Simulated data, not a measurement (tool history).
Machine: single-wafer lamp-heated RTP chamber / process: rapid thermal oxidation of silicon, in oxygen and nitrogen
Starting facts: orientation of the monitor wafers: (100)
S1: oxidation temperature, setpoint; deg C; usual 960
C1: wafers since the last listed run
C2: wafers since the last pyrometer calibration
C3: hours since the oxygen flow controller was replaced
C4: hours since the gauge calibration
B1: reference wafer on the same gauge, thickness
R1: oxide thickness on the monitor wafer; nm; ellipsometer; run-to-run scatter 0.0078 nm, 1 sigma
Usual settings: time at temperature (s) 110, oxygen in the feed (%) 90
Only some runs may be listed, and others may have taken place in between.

{"run": 1, "hour": 0.0, "S1": 944, "time at temperature (s)": 110, "oxygen in the feed (%)": 90, "C1": 0, "C2": 3331, "C3": 2693.9, "C4": 712.1, "B1": 4.65, "R1": 4.674}
{"hour": 19.4, "done": "pyrometer window cleaned and pyrometer calibrated"}
{"run": 2, "hour": 19.9, "S1": 944, "time at temperature (s)": 110, "oxygen in the feed (%)": 90, "C1": 71, "C2": 2, "C3": 2713.8, "C4": 732, "B1": 4.65, "R1": 4.588}
{"run": 3, "hour": 48.7, "S1": 960, "time at temperature (s)": 95, "oxygen in the feed (%)": 90, "C1": 174, "C2": 176, "C3": 2742.6, "C4": 760.8, "B1": 4.65, "R1": 4.872}
{"run": 4, "hour": 71.5, "S1": 960, "time at temperature (s)": 95, "oxygen in the feed (%)": 90, "C1": 137, "C2": 314, "C3": 2765.4, "C4": 783.6, "B1": 4.647, "R1": 4.872}
{"run": 5, "hour": 84.8, "S1": 960, "time at temperature (s)": 95, "oxygen in the feed (%)": 90, "C1": 80, "C2": 395, "C3": 2778.7, "C4": 796.9, "B1": 4.65, "R1": 4.899}
{"run": 6, "hour": 116.0, "S1": 960, "time at temperature (s)": 110, "oxygen in the feed (%)": 90, "C1": 188, "C2": 583, "C3": 2809.9, "C4": 828.1, "B1": 4.651, "R1": 5.238}
{"run": 7, "hour": 132.6, "S1": 960, "time at temperature (s)": 110, "oxygen in the feed (%)": 90, "C1": 100, "C2": 683, "C3": 2826.5, "C4": 844.7, "B1": 4.65, "R1": 5.236}
{"run": 8, "hour": 148.2, "S1": 960, "time at temperature (s)": 110, "oxygen in the feed (%)": 90, "C1": 94, "C2": 778, "C3": 2842.1, "C4": 860.3, "B1": 4.65, "R1": 5.24}
{"run": 9, "hour": 169.6, "S1": 960, "time at temperature (s)": 110, "oxygen in the feed (%)": 90, "C1": 129, "C2": 907, "C3": 2863.5, "C4": 881.7, "B1": 4.65, "R1": 5.265}
{"run": 10, "hour": 183.3, "S1": 960, "time at temperature (s)": 110, "oxygen in the feed (%)": 90, "C1": 82, "C2": 990, "C3": 2877.2, "C4": 895.4, "B1": 4.651, "R1": 5.248}
{"run": 11, "hour": 219.2, "S1": 960, "time at temperature (s)": 110, "oxygen in the feed (%)": 90, "C1": 216, "C2": 1207, "C3": 2913.1, "C4": 931.3, "B1": 4.649, "R1": 5.264}
{"run": 12, "hour": 242.3, "S1": 960, "time at temperature (s)": 110, "oxygen in the feed (%)": 90, "C1": 139, "C2": 1346, "C3": 2936.2, "C4": 954.4, "B1": 4.65, "R1": 5.257}
{"run": 13, "hour": 254.9, "S1": 960, "time at temperature (s)": 110, "oxygen in the feed (%)": 90, "C1": 76, "C2": 1423, "C3": 2948.8, "C4": 967, "B1": 4.649, "R1": 5.264}
{"run": 14, "hour": 284.0, "S1": 960, "time at temperature (s)": 110, "oxygen in the feed (%)": 98, "C1": 175, "C2": 1598, "C3": 2977.9, "C4": 996.1, "B1": 4.653, "R1": 5.41}
{"run": 15, "hour": 304.3, "S1": 960, "time at temperature (s)": 110, "oxygen in the feed (%)": 90, "C1": 122, "C2": 1721, "C3": 2998.2, "C4": 1016.4, "B1": 4.65, "R1": 5.269}
{"hour": 324.1, "done": "gauge calibrated"}
{"run": 16, "hour": 332.4, "S1": 960, "time at temperature (s)": 110, "oxygen in the feed (%)": 90, "C1": 169, "C2": 1891, "C3": 3026.3, "C4": 8.3, "B1": 4.652, "R1": 5.275}
{"run": 17, "hour": 357.3, "S1": 960, "time at temperature (s)": 110, "oxygen in the feed (%)": 90, "C1": 150, "C2": 2041, "C3": 3051.2, "C4": 33.2, "B1": 4.651, "R1": 5.279}
{"hour": 375.0, "done": "oxygen flow controller replaced"}
{"run": 18, "hour": 391.4, "S1": 960, "time at temperature (s)": 63, "oxygen in the feed (%)": 90, "C1": 157, "C2": 2199, "C3": 16.4, "C4": 67.3, "B1": 4.65, "R1": 4.161}
{"run": 19, "hour": 407.9, "S1": 960, "time at temperature (s)": 110, "oxygen in the feed (%)": 90, "C1": 99, "C2": 2299, "C3": 32.9, "C4": 83.8, "B1": 4.653, "R1": 5.285}
{"run": 20, "hour": 443.9, "S1": 960, "time at temperature (s)": 110, "oxygen in the feed (%)": 90, "C1": 217, "C2": 2516, "C3": 68.9, "C4": 119.8, "B1": 4.649, "R1": 5.286}
{"run": 21, "hour": 458.2, "S1": 980, "time at temperature (s)": 92, "oxygen in the feed (%)": 90, "C1": 86, "C2": 2603, "C3": 83.2, "C4": 134.1, "B1": 4.651, "R1": 5.665}
{"run": 22, "hour": 485.4, "S1": 950, "time at temperature (s)": 95, "oxygen in the feed (%)": 90, "C1": 164, "C2": 2767, "C3": 110.4, "C4": 161.3, "B1": 4.651, "R1": 4.594}
{"run": 23, "hour": 518.4, "S1": 960, "time at temperature (s)": 110, "oxygen in the feed (%)": 90, "C1": 199, "C2": 2967, "C3": 143.4, "C4": 194.3, "B1": 4.649, "R1": 5.291}
{"hour": 542.2, "done": "pyrometer window cleaned and pyrometer calibrated"}
{"run": 24, "hour": 554.4, "S1": 960, "time at temperature (s)": 110, "oxygen in the feed (%)": 90, "C1": 169, "C2": 73, "C3": 179.4, "C4": 230.3, "B1": 4.65, "R1": 5.203}
{"run": 25, "hour": 579.7, "S1": 960, "time at temperature (s)": 110, "oxygen in the feed (%)": 90, "C1": 152, "C2": 226, "C3": 204.7, "C4": 255.6, "B1": 4.65, "R1": 5.207}
{"run": 26, "hour": 594.1, "S1": 937, "time at temperature (s)": 137, "oxygen in the feed (%)": 90, "C1": 87, "C2": 313, "C3": 219.1, "C4": 270, "B1": 4.649, "R1": 4.81}
{"run": 27, "hour": 609.3, "S1": 978, "time at temperature (s)": 110, "oxygen in the feed (%)": 90, "C1": 91, "C2": 405, "C3": 234.3, "C4": 285.2, "B1": 4.65, "R1": 6.001}
{"run": 28, "hour": 637.9, "S1": 960, "time at temperature (s)": 110, "oxygen in the feed (%)": 98, "C1": 172, "C2": 578, "C3": 262.9, "C4": 313.8, "B1": 4.652, "R1": 5.399}
{"run": 29, "hour": 655.8, "S1": 960, "time at temperature (s)": 110, "oxygen in the feed (%)": 90, "C1": 108, "C2": 686, "C3": 280.8, "C4": 331.7, "B1": 4.65, "R1": 5.251}
{"run": 30, "hour": 687.7, "S1": 987, "time at temperature (s)": 71, "oxygen in the feed (%)": 63, "C1": 192, "C2": 879, "C3": 312.7, "C4": 363.6, "B1": 4.649, "R1": 4.704}
{"run": 31, "hour": 707.3, "S1": 960, "time at temperature (s)": 135, "oxygen in the feed (%)": 90, "C1": 118, "C2": 997, "C3": 332.3, "C4": 383.2, "B1": 4.653, "R1": 5.768}
{"run": 32, "hour": 722.5, "S1": 945, "time at temperature (s)": 110, "oxygen in the feed (%)": 98, "C1": 91, "C2": 1089, "C3": 347.5, "C4": 398.4, "B1": 4.65, "R1": 4.833}
{"run": 33, "hour": 747.8, "S1": 938, "time at temperature (s)": 152, "oxygen in the feed (%)": 65, "C1": 152, "C2": 1242, "C3": 372.8, "C4": 423.7, "B1": 4.65, "R1": 4.621}
{"run": 34, "hour": 766.8, "S1": 960, "time at temperature (s)": 110, "oxygen in the feed (%)": 90, "C1": 114, "C2": 1357, "C3": 391.8, "C4": 442.7, "B1": 4.652, "R1": 5.274}
{"run": 35, "hour": 787.9, "S1": 942, "time at temperature (s)": 157, "oxygen in the feed (%)": 73, "C1": 127, "C2": 1484, "C3": 412.9, "C4": 463.8, "B1": 4.65, "R1": 5.009}

The tool's hidden state at each run:
deviation of the oxygen flow from its setpoint, %: 0, the same for each run
gauge reads high (%): 0, the same for each run
H1: true wafer temperature minus pyrometer reading, K
run=1 H1=2.74
run=2 H1=0.0413
run=3 H1=0.478
run=4 H1=0.774
run=5 H1=0.93
run=6 H1=1.25
run=7 H1=1.4
run=8 H1=1.52
run=9 H1=1.68
run=10 H1=1.77
run=11 H1=1.97
run=12 H1=2.08
run=13 H1=2.13
run=14 H1=2.24
run=15 H1=2.31
run=16 H1=2.39
run=17 H1=2.45
run=18 H1=2.52
run=19 H1=2.55
run=20 H1=2.6
run=21 H1=2.62
run=22 H1=2.65
run=23 H1=2.68
run=24 H1=0.447
run=25 H1=0.809
run=26 H1=0.991
run=27 H1=1.17
run=28 H1=1.46
run=29 H1=1.62
run=30 H1=1.87
run=31 H1=2
run=32 H1=2.09
run=33 H1=2.22
run=34 H1=2.31
run=35 H1=2.39

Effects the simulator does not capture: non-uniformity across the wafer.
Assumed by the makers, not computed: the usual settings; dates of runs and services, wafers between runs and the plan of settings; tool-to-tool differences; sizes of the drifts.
